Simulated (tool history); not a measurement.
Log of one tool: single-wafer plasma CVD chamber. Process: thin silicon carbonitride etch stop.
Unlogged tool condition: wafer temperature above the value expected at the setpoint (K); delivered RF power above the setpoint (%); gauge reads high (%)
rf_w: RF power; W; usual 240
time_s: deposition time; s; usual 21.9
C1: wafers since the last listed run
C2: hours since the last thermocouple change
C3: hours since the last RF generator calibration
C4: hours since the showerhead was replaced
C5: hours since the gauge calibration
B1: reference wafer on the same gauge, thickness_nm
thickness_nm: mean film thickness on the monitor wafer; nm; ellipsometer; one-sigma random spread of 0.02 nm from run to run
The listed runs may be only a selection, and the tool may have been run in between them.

{"run": 1, "hour": 0.0, "rf_w": 240, "time_s": 23.9, "C1": 0, "C2": 728.9, "C3": 1384.7, "C4": 7263.5, "C5": 60.3, "B1": 12.3, "thickness_nm": 14.25}
{"run": 2, "hour": 15.2, "rf_w": 240, "time_s": 23.9, "C1": 563, "C2": 744.1, "C3": 1399.9, "C4": 7278.7, "C5": 75.5, "B1": 12.294, "thickness_nm": 14.251}
{"run": 3, "hour": 23.6, "rf_w": 225, "time_s": 21.9, "C1": 311, "C2": 752.5, "C3": 1408.3, "C4": 7287.1, "C5": 83.9, "B1": 12.303, "thickness_nm": 12.773}
{"run": 4, "hour": 36.4, "rf_w": 225, "time_s": 21.9, "C1": 474, "C2": 765.3, "C3": 1421.1, "C4": 7299.9, "C5": 96.7, "B1": 12.298, "thickness_nm": 12.749}
{"run": 5, "hour": 49.6, "rf_w": 225, "time_s": 21.9, "C1": 489, "C2": 778.5, "C3": 1434.3, "C4": 7313.1, "C5": 109.9, "B1": 12.299, "thickness_nm": 12.738}
{"run": 6, "hour": 58.5, "rf_w": 240, "time_s": 21.9, "C1": 330, "C2": 787.4, "C3": 1443.2, "C4": 7322, "C5": 118.8, "B1": 12.297, "thickness_nm": 13.02}
{"run": 7, "hour": 68.9, "rf_w": 240, "time_s": 21.9, "C1": 385, "C2": 797.8, "C3": 1453.6, "C4": 7332.4, "C5": 129.2, "B1": 12.299, "thickness_nm": 13.037}
{"run": 8, "hour": 77.1, "rf_w": 240, "time_s": 21.9, "C1": 304, "C2": 806, "C3": 1461.8, "C4": 7340.6, "C5": 137.4, "B1": 12.303, "thickness_nm": 13.019}
{"run": 9, "hour": 85.6, "rf_w": 240, "time_s": 21.9, "C1": 315, "C2": 814.5, "C3": 1470.3, "C4": 7349.1, "C5": 145.9, "B1": 12.303, "thickness_nm": 13.026}
{"run": 10, "hour": 94.3, "rf_w": 240, "time_s": 21.9, "C1": 322, "C2": 823.2, "C3": 1479, "C4": 7357.8, "C5": 154.6, "B1": 12.3, "thickness_nm": 13.031}
{"run": 11, "hour": 101.7, "rf_w": 240, "time_s": 21.9, "C1": 274, "C2": 830.6, "C3": 1486.4, "C4": 7365.2, "C5": 162, "B1": 12.295, "thickness_nm": 12.972}
{"run": 12, "hour": 111.6, "rf_w": 240, "time_s": 21.9, "C1": 367, "C2": 840.5, "C3": 1496.3, "C4": 7375.1, "C5": 171.9, "B1": 12.3, "thickness_nm": 13.027}
{"run": 13, "hour": 128.2, "rf_w": 240, "time_s": 21.9, "C1": 615, "C2": 857.1, "C3": 1512.9, "C4": 7391.7, "C5": 188.5, "B1": 12.295, "thickness_nm": 12.999}
{"run": 14, "hour": 144.2, "rf_w": 240, "time_s": 21.9, "C1": 593, "C2": 873.1, "C3": 1528.9, "C4": 7407.7, "C5": 204.5, "B1": 12.3, "thickness_nm": 13.038}
{"run": 15, "hour": 151.5, "rf_w": 240, "time_s": 21.9, "C1": 270, "C2": 880.4, "C3": 1536.2, "C4": 7415, "C5": 211.8, "B1": 12.3, "thickness_nm": 13.031}
{"hour": 166.6, "done": "RF generator calibrated"}
{"run": 16, "hour": 167.5, "rf_w": 240, "time_s": 19.5, "C1": 296, "C2": 896.4, "C3": 0.9, "C4": 7431, "C5": 227.8, "B1": 12.299, "thickness_nm": 11.959}
{"run": 17, "hour": 183.2, "rf_w": 200, "time_s": 20.7, "C1": 582, "C2": 912.1, "C3": 16.6, "C4": 7446.7, "C5": 243.5, "B1": 12.303, "thickness_nm": 11.866}
{"run": 18, "hour": 196.4, "rf_w": 195, "time_s": 25.3, "C1": 489, "C2": 925.3, "C3": 29.8, "C4": 7459.9, "C5": 256.7, "B1": 12.292, "thickness_nm": 14.465}
{"hour": 205.0, "done": "showerhead replaced, of another model than before"}
{"run": 19, "hour": 214.4, "rf_w": 195, "time_s": 20.7, "C1": 370, "C2": 943.3, "C3": 47.8, "C4": 9.4, "C5": 274.7, "B1": 12.298, "thickness_nm": 11.071}
{"hour": 219.3, "done": "gauge calibrated"}
{"run": 20, "hour": 230.7, "rf_w": 240, "time_s": 21.9, "C1": 604, "C2": 959.6, "C3": 64.1, "C4": 25.7, "C5": 11.4, "B1": 12.303, "thickness_nm": 13.416}
{"run": 21, "hour": 238.5, "rf_w": 240, "time_s": 21.9, "C1": 289, "C2": 967.4, "C3": 71.9, "C4": 33.5, "C5": 19.2, "B1": 12.3, "thickness_nm": 13.42}
{"hour": 247.4, "done": "thermocouple changed; heater temperature recalibrated"}
{"run": 22, "hour": 249.8, "rf_w": 280, "time_s": 20.2, "C1": 122, "C2": 2.4, "C3": 83.2, "C4": 44.8, "C5": 30.5, "B1": 12.302, "thickness_nm": 13.41}
{"run": 23, "hour": 267.3, "rf_w": 270, "time_s": 20.6, "C1": 649, "C2": 19.9, "C3": 100.7, "C4": 62.3, "C5": 48, "B1": 12.298, "thickness_nm": 13.425}
{"run": 24, "hour": 282.0, "rf_w": 200, "time_s": 23.9, "C1": 545, "C2": 34.6, "C3": 115.4, "C4": 77, "C5": 62.7, "B1": 12.298, "thickness_nm": 13.008}
{"run": 25, "hour": 294.7, "rf_w": 275, "time_s": 21.9, "C1": 471, "C2": 47.3, "C3": 128.1, "C4": 89.7, "C5": 75.4, "B1": 12.295, "thickness_nm": 14.388}
{"run": 26, "hour": 305.5, "rf_w": 205, "time_s": 18.8, "C1": 400, "C2": 58.1, "C3": 138.9, "C4": 100.5, "C5": 86.2, "B1": 12.297, "thickness_nm": 10.41}
{"run": 27, "hour": 316.7, "rf_w": 205, "time_s": 17.7, "C1": 415, "C2": 69.3, "C3": 150.1, "C4": 111.7, "C5": 97.4, "B1": 12.293, "thickness_nm": 9.79}
{"run": 28, "hour": 323.2, "rf_w": 240, "time_s": 21.9, "C1": 241, "C2": 75.8, "C3": 156.6, "C4": 118.2, "C5": 103.9, "B1": 12.298, "thickness_nm": 13.389}
{"run": 29, "hour": 332.4, "rf_w": 240, "time_s": 21.9, "C1": 341, "C2": 85, "C3": 165.8, "C4": 127.4, "C5": 113.1, "B1": 12.305, "thickness_nm": 13.345}

Alternative continuations, all from the tool just after run 29; predict every row:
{"run": "A", "hour": 332.8, "rf_w": 240, "time_s": 18.6, "C1": 14, "C2": 85.4, "C3": 166.2, "C4": 127.8, "C5": 113.5, "B1": "?", "thickness_nm": "?"}
{"run": "B", "hour": 332.8, "rf_w": 200, "time_s": 17.9, "C1": 14, "C2": 85.4, "C3": 166.2, "C4": 127.8, "C5": 113.5, "B1": "?", "thickness_nm": "?"}
{"run": "C", "hour": 332.8, "rf_w": 275, "time_s": 20.6, "C1": 14, "C2": 85.4, "C3": 166.2, "C4": 127.8, "C5": 113.5, "B1": "?", "thickness_nm": "?"}

run=A B1=12.298 thickness_nm=11.367
run=B B1=12.298 thickness_nm=9.742
run=C B1=12.298 thickness_nm=13.558
Had the tool no hidden state, the same runs would have come out as:
run=A thickness_nm=11.449
run=B thickness_nm=9.812
run=C thickness_nm=13.656
